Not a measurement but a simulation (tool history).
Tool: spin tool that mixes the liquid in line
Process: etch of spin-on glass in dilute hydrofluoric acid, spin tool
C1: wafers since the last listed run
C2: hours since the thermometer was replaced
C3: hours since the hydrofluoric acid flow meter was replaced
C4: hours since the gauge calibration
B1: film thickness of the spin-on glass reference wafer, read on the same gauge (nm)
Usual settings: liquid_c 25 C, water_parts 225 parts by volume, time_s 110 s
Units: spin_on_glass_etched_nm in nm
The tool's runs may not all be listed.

{"run": 1, "hour": 0.0, "liquid_c": 25, "water_parts": 225, "time_s": 110, "C1": 0, "C2": 14.4, "C3": 101.1, "C4": 934.8, "B1": 99.97, "spin_on_glass_etched_nm": 20.71}
{"run": 2, "hour": 24.9, "liquid_c": 25, "water_parts": 225, "time_s": 110, "C1": 338, "C2": 39.3, "C3": 126, "C4": 959.7, "B1": 100, "spin_on_glass_etched_nm": 20.73}
{"run": 3, "hour": 60.1, "liquid_c": 23, "water_parts": 225, "time_s": 110, "C1": 478, "C2": 74.5, "C3": 161.2, "C4": 994.9, "B1": 99.99, "spin_on_glass_etched_nm": 19.34}
{"run": 4, "hour": 82.1, "liquid_c": 23, "water_parts": 225, "time_s": 110, "C1": 298, "C2": 96.5, "C3": 183.2, "C4": 1016.9, "B1": 100, "spin_on_glass_etched_nm": 19.41}
{"run": 5, "hour": 111.1, "liquid_c": 23, "water_parts": 225, "time_s": 110, "C1": 394, "C2": 125.5, "C3": 212.2, "C4": 1045.9, "B1": 100, "spin_on_glass_etched_nm": 19.17}
{"run": 6, "hour": 130.2, "liquid_c": 25, "water_parts": 225, "time_s": 110, "C1": 259, "C2": 144.6, "C3": 231.3, "C4": 1065, "B1": 100, "spin_on_glass_etched_nm": 20.64}
{"run": 7, "hour": 231.4, "liquid_c": 25, "water_parts": 225, "time_s": 110, "C1": 1375, "C2": 245.8, "C3": 332.5, "C4": 1166.2, "B1": 100.01, "spin_on_glass_etched_nm": 20.62}
{"hour": 239.2, "done": "gauge calibrated"}
{"run": 8, "hour": 244.9, "liquid_c": 25, "water_parts": 225, "time_s": 110, "C1": 183, "C2": 259.3, "C3": 346, "C4": 5.7, "B1": 100, "spin_on_glass_etched_nm": 20.47}
{"run": 9, "hour": 269.6, "liquid_c": 25, "water_parts": 225, "time_s": 110, "C1": 335, "C2": 284, "C3": 370.7, "C4": 30.4, "B1": 100.04, "spin_on_glass_etched_nm": 20.62}
{"run": 10, "hour": 289.4, "liquid_c": 25, "water_parts": 225, "time_s": 160, "C1": 269, "C2": 303.8, "C3": 390.5, "C4": 50.2, "B1": 100, "spin_on_glass_etched_nm": 29.81}
{"run": 11, "hour": 306.2, "liquid_c": 23, "water_parts": 225, "time_s": 145, "C1": 228, "C2": 320.6, "C3": 407.3, "C4": 67, "B1": 100.01, "spin_on_glass_etched_nm": 25.06}
{"run": 12, "hour": 322.7, "liquid_c": 22.5, "water_parts": 225, "time_s": 45, "C1": 224, "C2": 337.1, "C3": 423.8, "C4": 83.5, "B1": 99.99, "spin_on_glass_etched_nm": 7.66}
{"run": 13, "hour": 341.5, "liquid_c": 22, "water_parts": 145, "time_s": 110, "C1": 255, "C2": 355.9, "C3": 442.6, "C4": 102.3, "B1": 100, "spin_on_glass_etched_nm": 30.9}
{"run": 14, "hour": 375.1, "liquid_c": 25, "water_parts": 225, "time_s": 110, "C1": 456, "C2": 389.5, "C3": 476.2, "C4": 135.9, "B1": 100.02, "spin_on_glass_etched_nm": 20.49}
{"run": 15, "hour": 393.2, "liquid_c": 27, "water_parts": 225, "time_s": 110, "C1": 245, "C2": 407.6, "C3": 494.3, "C4": 154, "B1": 99.99, "spin_on_glass_etched_nm": 21.91}
{"run": 16, "hour": 410.3, "liquid_c": 25, "water_parts": 305, "time_s": 110, "C1": 232, "C2": 424.7, "C3": 511.4, "C4": 171.1, "B1": 100.01, "spin_on_glass_etched_nm": 13.9}
{"run": 17, "hour": 436.4, "liquid_c": 27.5, "water_parts": 225, "time_s": 110, "C1": 354, "C2": 450.8, "C3": 537.5, "C4": 197.2, "B1": 100.01, "spin_on_glass_etched_nm": 22.35}
{"run": 18, "hour": 469.5, "liquid_c": 29.5, "water_parts": 115, "time_s": 110, "C1": 449, "C2": 483.9, "C3": 570.6, "C4": 230.3, "B1": 99.97, "spin_on_glass_etched_nm": 54.11}
{"run": 19, "hour": 504.5, "liquid_c": 30, "water_parts": 285, "time_s": 165, "C1": 475, "C2": 518.9, "C3": 605.6, "C4": 265.3, "B1": 100, "spin_on_glass_etched_nm": 26.85}
{"run": 20, "hour": 528.0, "liquid_c": 25, "water_parts": 320, "time_s": 110, "C1": 319, "C2": 542.4, "C3": 629.1, "C4": 288.8, "B1": 100.01, "spin_on_glass_etched_nm": 12.96}
{"run": 21, "hour": 549.9, "liquid_c": 28, "water_parts": 300, "time_s": 110, "C1": 297, "C2": 564.3, "C3": 651, "C4": 310.7, "B1": 100, "spin_on_glass_etched_nm": 15.7}
{"hour": 556.7, "done": "hydrofluoric acid flow meter replaced"}
{"run": 22, "hour": 564.8, "liquid_c": 25, "water_parts": 255, "time_s": 110, "C1": 188, "C2": 579.2, "C3": 8.1, "C4": 325.6, "B1": 100.01, "spin_on_glass_etched_nm": 17.42}
{"run": 23, "hour": 663.2, "liquid_c": 28, "water_parts": 300, "time_s": 140, "C1": 1337, "C2": 677.6, "C3": 106.5, "C4": 424, "B1": 100.02, "spin_on_glass_etched_nm": 19.88}
{"run": 24, "hour": 678.2, "liquid_c": 25, "water_parts": 225, "time_s": 110, "C1": 203, "C2": 692.6, "C3": 121.5, "C4": 439, "B1": 100.01, "spin_on_glass_etched_nm": 20.11}
{"run": 25, "hour": 701.5, "liquid_c": 22, "water_parts": 325, "time_s": 110, "C1": 316, "C2": 715.9, "C3": 144.8, "C4": 462.3, "B1": 100.01, "spin_on_glass_etched_nm": 11.53}
{"run": 26, "hour": 735.0, "liquid_c": 21.5, "water_parts": 225, "time_s": 110, "C1": 455, "C2": 749.4, "C3": 178.3, "C4": 495.8, "B1": 100, "spin_on_glass_etched_nm": 17.7}
{"run": 27, "hour": 761.3, "liquid_c": 25, "water_parts": 145, "time_s": 110, "C1": 357, "C2": 775.7, "C3": 204.6, "C4": 522.1, "B1": 100, "spin_on_glass_etched_nm": 34.28}
{"run": 28, "hour": 783.9, "liquid_c": 25, "water_parts": 225, "time_s": 110, "C1": 307, "C2": 798.3, "C3": 227.2, "C4": 544.7, "B1": 99.99, "spin_on_glass_etched_nm": 20.13}
{"run": 29, "hour": 801.6, "liquid_c": 25, "water_parts": 225, "time_s": 110, "C1": 240, "C2": 816, "C3": 244.9, "C4": 562.4, "B1": 100.01, "spin_on_glass_etched_nm": 20.04}
{"run": 30, "hour": 814.1, "liquid_c": 20.5, "water_parts": 140, "time_s": 55, "C1": 169, "C2": 828.5, "C3": 257.4, "C4": 574.9, "B1": 99.98, "spin_on_glass_etched_nm": 14.91}
{"run": 31, "hour": 832.8, "liquid_c": 25, "water_parts": 225, "time_s": 60, "C1": 254, "C2": 847.2, "C3": 276.1, "C4": 593.6, "B1": 100.02, "spin_on_glass_etched_nm": 11.01}
{"run": 32, "hour": 853.4, "liquid_c": 25, "water_parts": 225, "time_s": 110, "C1": 279, "C2": 867.8, "C3": 296.7, "C4": 614.2, "B1": 100.02, "spin_on_glass_etched_nm": 20.18}
{"run": 33, "hour": 887.8, "liquid_c": 20.5, "water_parts": 225, "time_s": 160, "C1": 467, "C2": 902.2, "C3": 331.1, "C4": 648.6, "B1": 99.98, "spin_on_glass_etched_nm": 24.85}

Measured less the same run without the tool's hidden state. The same run-to-run variation is in both; the gauge's scatter may not be:
The hidden state here: liquid colder than its thermometer reads (K); hydrofluoric acid flow below the setpoint (%); gauge reads high (%).
run=1 spin_on_glass_etched_nm=-0.15
run=2 spin_on_glass_etched_nm=-0.17
run=3 spin_on_glass_etched_nm=-0.18
run=4 spin_on_glass_etched_nm=-0.21
run=5 spin_on_glass_etched_nm=-0.22
run=6 spin_on_glass_etched_nm=-0.25
run=7 spin_on_glass_etched_nm=-0.31
run=8 spin_on_glass_etched_nm=-0.32
run=9 spin_on_glass_etched_nm=-0.35
run=10 spin_on_glass_etched_nm=-0.51
run=11 spin_on_glass_etched_nm=-0.46
run=12 spin_on_glass_etched_nm=-0.14
run=13 spin_on_glass_etched_nm=-0.64
run=14 spin_on_glass_etched_nm=-0.41
run=15 spin_on_glass_etched_nm=-0.45
run=16 spin_on_glass_etched_nm=-0.29
run=17 spin_on_glass_etched_nm=-0.48
run=18 spin_on_glass_etched_nm=-1.31
run=19 spin_on_glass_etched_nm=-0.59
run=20 spin_on_glass_etched_nm=-0.32
run=21 spin_on_glass_etched_nm=-0.38
run=22 spin_on_glass_etched_nm=-0.46
run=23 spin_on_glass_etched_nm=-0.55
run=24 spin_on_glass_etched_nm=-0.62
run=25 spin_on_glass_etched_nm=-0.35
run=26 spin_on_glass_etched_nm=-0.6
run=27 spin_on_glass_etched_nm=-1.21
run=28 spin_on_glass_etched_nm=-0.7
run=29 spin_on_glass_etched_nm=-0.7
run=30 spin_on_glass_etched_nm=-0.58
run=31 spin_on_glass_etched_nm=-0.39
run=32 spin_on_glass_etched_nm=-0.74
run=33 spin_on_glass_etched_nm=-0.99

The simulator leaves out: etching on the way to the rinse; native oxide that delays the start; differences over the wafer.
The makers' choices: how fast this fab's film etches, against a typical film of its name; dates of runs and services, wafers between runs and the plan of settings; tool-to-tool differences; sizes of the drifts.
